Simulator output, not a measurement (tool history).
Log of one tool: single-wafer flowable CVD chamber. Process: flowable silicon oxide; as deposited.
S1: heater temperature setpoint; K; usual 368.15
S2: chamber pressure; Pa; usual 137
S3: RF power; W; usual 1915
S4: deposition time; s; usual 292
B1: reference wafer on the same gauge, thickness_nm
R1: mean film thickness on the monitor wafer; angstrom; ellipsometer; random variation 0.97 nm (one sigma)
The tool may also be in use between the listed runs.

run    hour      S1   S2    S3   S4       B1       R1
  1     0.0  378.15  137  1915  292  317.031  1897.67
  2    37.0  378.15  137  1915  292  316.643  1886.16
  3   105.4  378.15  137  1915  292  317.126  1891.41
  4   183.1  368.15  137  1915  292  317.070  2682.85
  5   265.4  368.15  137  1915  292  316.854  2676.98
  6   521.4  368.15  137  1915  292  317.436  2671.04
      607.6  -- thermocouple changed; heater temperature recalibrated
  7   613.7  368.15  137  1915  292  316.832  2662.54
  8   702.3  368.15  137  1915  292  316.733  2679.60
      742.6  -- RF generator calibrated
      750.4  -- gauge calibrated
  9   764.2  368.15  137  1915  292  317.003  2691.27
 10   848.2  368.15  137  1915  292  316.999  2673.96
 11   943.1  380.15  147  1665  292  316.980  1822.36
 12  1009.4  378.15  137  1915  292  316.574  1899.90
 13  1058.0  364.15  137  2055  266  316.823  2835.11
 14  1150.1  373.15  137  1915  273  317.248  2099.30
     1187.3  -- showerhead replaced
 15  1252.0  381.15  137  1915  292  316.955  1707.37
     1342.3  -- capacitance manometer re-zeroed and calibrated
 16  1357.7  368.15  115  2045  292  317.031  2248.62
 17  1433.3  368.15  115  1915  240  317.604  1831.23
 18  1500.9  368.15  137  1915  292  317.273  2690.98
 19  1553.0  368.15  137  1915  292  317.155  2665.59
     1584.9  -- gauge calibrated
 20  1595.0  353.15  117  1815  292  316.647  3631.98
 21  1699.0  368.15  105  2220  262  316.969  1867.96

Forecast each of these 5 alternatives for the next run:
  A  1699.5  368.15  137  1915  334   ?   ?
  B  1699.5  368.15  137  2165  292   ?   ?
  C  1699.5  374.15  109  2280  307   ?   ?
  D  1699.5  368.15  137  1915  350   ?   ?
  E  1699.5  368.15  137  1720  292   ?   ?

run       B1       R1
  A  316.525  3049.75
  B  316.525  2727.59
  C  316.525  1866.02
  D  316.525  3195.85
  E  316.525  2602.57
Without the tool's hidden state the same runs would have given:
run       R1
  A  3049.75
  B  2727.59
  C  1866.02
  D  3195.85
  E  2602.57
